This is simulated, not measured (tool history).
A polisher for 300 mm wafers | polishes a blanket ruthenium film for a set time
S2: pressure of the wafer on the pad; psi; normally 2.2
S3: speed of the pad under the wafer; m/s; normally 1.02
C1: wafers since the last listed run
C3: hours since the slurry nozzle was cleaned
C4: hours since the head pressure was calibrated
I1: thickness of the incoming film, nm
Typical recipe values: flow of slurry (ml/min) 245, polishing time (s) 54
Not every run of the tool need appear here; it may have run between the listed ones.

{"run": 1, "day": 0.0, "flow of slurry (ml/min)": 245, "S2": 2.2, "S3": 1.28, "polishing time (s)": 54, "C1": 0, "wafers polished on this pad": 850, "C3": 177.7, "C4": 900.3, "I1": 479.9, "film removed (nm)": 77.9}
{"day": 3.167, "done": "worn pad replaced by a new one"}
{"run": 2, "day": 4.142, "flow of slurry (ml/min)": 245, "S2": 2.2, "S3": 1.02, "polishing time (s)": 54, "C1": 1189, "wafers polished on this pad": 292, "C3": 277.1, "C4": 999.7, "I1": 486.4, "film removed (nm)": 62.5}
{"run": 3, "day": 4.7, "flow of slurry (ml/min)": 245, "S2": 2.2, "S3": 1.02, "polishing time (s)": 54, "C1": 167, "wafers polished on this pad": 459, "C3": 290.5, "C4": 1013.1, "I1": 485.5, "film removed (nm)": 62.7}
{"run": 4, "day": 5.275, "flow of slurry (ml/min)": 245, "S2": 2.2, "S3": 0.84, "polishing time (s)": 54, "C1": 172, "wafers polished on this pad": 631, "C3": 304.3, "C4": 1026.9, "I1": 480.2, "film removed (nm)": 51.6}
{"run": 5, "day": 6.35, "flow of slurry (ml/min)": 245, "S2": 2.2, "S3": 0.84, "polishing time (s)": 54, "C1": 321, "wafers polished on this pad": 952, "C3": 330.1, "C4": 1052.7, "I1": 487.5, "film removed (nm)": 51.3}
{"run": 6, "day": 7.146, "flow of slurry (ml/min)": 245, "S2": 2.2, "S3": 0.84, "polishing time (s)": 54, "C1": 238, "wafers polished on this pad": 1191, "C3": 349.2, "C4": 1071.8, "I1": 482.3, "film removed (nm)": 50.8}
{"run": 7, "day": 7.717, "flow of slurry (ml/min)": 245, "S2": 2.2, "S3": 1.02, "polishing time (s)": 54, "C1": 170, "wafers polished on this pad": 1361, "C3": 362.9, "C4": 1085.5, "I1": 488.5, "film removed (nm)": 62.9}
{"run": 8, "day": 9.117, "flow of slurry (ml/min)": 245, "S2": 2.2, "S3": 1.02, "polishing time (s)": 54, "C1": 418, "wafers polished on this pad": 1780, "C3": 396.5, "C4": 1119.1, "I1": 484.9, "film removed (nm)": 63.1}
{"day": 9.75, "done": "worn pad replaced by a new one"}
{"run": 9, "day": 9.938, "flow of slurry (ml/min)": 245, "S2": 2.2, "S3": 1.02, "polishing time (s)": 54, "C1": 195, "wafers polished on this pad": 55, "C3": 416.2, "C4": 1138.8, "I1": 473.5, "film removed (nm)": 63.3}
{"run": 10, "day": 11.071, "flow of slurry (ml/min)": 245, "S2": 2.2, "S3": 1.02, "polishing time (s)": 54, "C1": 339, "wafers polished on this pad": 394, "C3": 443.4, "C4": 1166, "I1": 483.6, "film removed (nm)": 62.3}
{"day": 12.258, "done": "slurry nozzle cleaned"}
{"run": 11, "day": 12.383, "flow of slurry (ml/min)": 165, "S2": 2.7, "S3": 1.38, "polishing time (s)": 54, "C1": 380, "wafers polished on this pad": 775, "C3": 3, "C4": 1197.5, "I1": 479.2, "film removed (nm)": 94.5}
{"run": 12, "day": 14.504, "flow of slurry (ml/min)": 245, "S2": 2.7, "S3": 0.88, "polishing time (s)": 54, "C1": 634, "wafers polished on this pad": 1409, "C3": 53.9, "C4": 1248.4, "I1": 480.1, "film removed (nm)": 63.9}
{"day": 14.742, "done": "head pressure recalibrated"}
{"day": 16.117, "done": "worn pad replaced by a new one"}
{"run": 13, "day": 18.55, "flow of slurry (ml/min)": 245, "S2": 2.2, "S3": 1.02, "polishing time (s)": 54, "C1": 1135, "wafers polished on this pad": 727, "C3": 151, "C4": 91.4, "I1": 473.2, "film removed (nm)": 62.6}
{"run": 14, "day": 20.012, "flow of slurry (ml/min)": 210, "S2": 2.2, "S3": 1.02, "polishing time (s)": 54, "C1": 437, "wafers polished on this pad": 1165, "C3": 186.1, "C4": 126.5, "I1": 483.5, "film removed (nm)": 61.4}
{"day": 22.742, "done": "worn pad replaced by a new one"}
{"run": 15, "day": 23.629, "flow of slurry (ml/min)": 245, "S2": 2.2, "S3": 1.02, "polishing time (s)": 54, "C1": 1032, "wafers polished on this pad": 266, "C3": 272.9, "C4": 213.3, "I1": 488.5, "film removed (nm)": 63.3}
{"run": 16, "day": 24.833, "flow of slurry (ml/min)": 280, "S2": 2.2, "S3": 1.02, "polishing time (s)": 41, "C1": 360, "wafers polished on this pad": 626, "C3": 301.8, "C4": 242.2, "I1": 487.6, "film removed (nm)": 47.8}
{"run": 17, "day": 26.167, "flow of slurry (ml/min)": 245, "S2": 2.2, "S3": 1.12, "polishing time (s)": 54, "C1": 398, "wafers polished on this pad": 1025, "C3": 333.8, "C4": 274.2, "I1": 476.7, "film removed (nm)": 69.3}
{"run": 18, "day": 27.992, "flow of slurry (ml/min)": 285, "S2": 2.2, "S3": 1.02, "polishing time (s)": 54, "C1": 546, "wafers polished on this pad": 1571, "C3": 377.6, "C4": 318, "I1": 483.2, "film removed (nm)": 63.9}
{"day": 28.596, "done": "worn pad replaced by a new one"}
{"run": 19, "day": 29.479, "flow of slurry (ml/min)": 305, "S2": 2.4, "S3": 1.24, "polishing time (s)": 45, "C1": 395, "wafers polished on this pad": 264, "C3": 413.3, "C4": 353.7, "I1": 487.3, "film removed (nm)": 68.3}

Predict each of these 4 candidate next runs independently; none follows another, all start after run 19:
{"run": "A", "day": 29.496, "flow of slurry (ml/min)": 205, "S2": 2.2, "S3": 1.02, "polishing time (s)": 54, "C1": 4, "wafers polished on this pad": 269, "C3": 413.7, "C4": 354.1, "I1": 486.2, "film removed (nm)": "?"}
{"run": "B", "day": 29.496, "flow of slurry (ml/min)": 160, "S2": 1.6, "S3": 1.02, "polishing time (s)": 54, "C1": 4, "wafers polished on this pad": 269, "C3": 413.7, "C4": 354.1, "I1": 486.2, "film removed (nm)": "?"}
{"run": "C", "day": 29.496, "flow of slurry (ml/min)": 245, "S2": 1.4, "S3": 0.86, "polishing time (s)": 43, "C1": 4, "wafers polished on this pad": 269, "C3": 413.7, "C4": 354.1, "I1": 486.2, "film removed (nm)": "?"}
{"run": "D", "day": 29.496, "flow of slurry (ml/min)": 215, "S2": 2.8, "S3": 1.02, "polishing time (s)": 54, "C1": 4, "wafers polished on this pad": 269, "C3": 413.7, "C4": 354.1, "I1": 486.2, "film removed (nm)": "?"}

run=A film_removed_(nm)=61.9
run=B film_removed_(nm)=47.4
run=C film_removed_(nm)=30.6
run=D film_removed_(nm)=75.2
The same runs, with their run-to-run variation unchanged, on a tool lacking any hidden condition would have given:
run=A film_removed_(nm)=61.9
run=B film_removed_(nm)=47.4
run=C film_removed_(nm)=30.6
run=D film_removed_(nm)=75.2
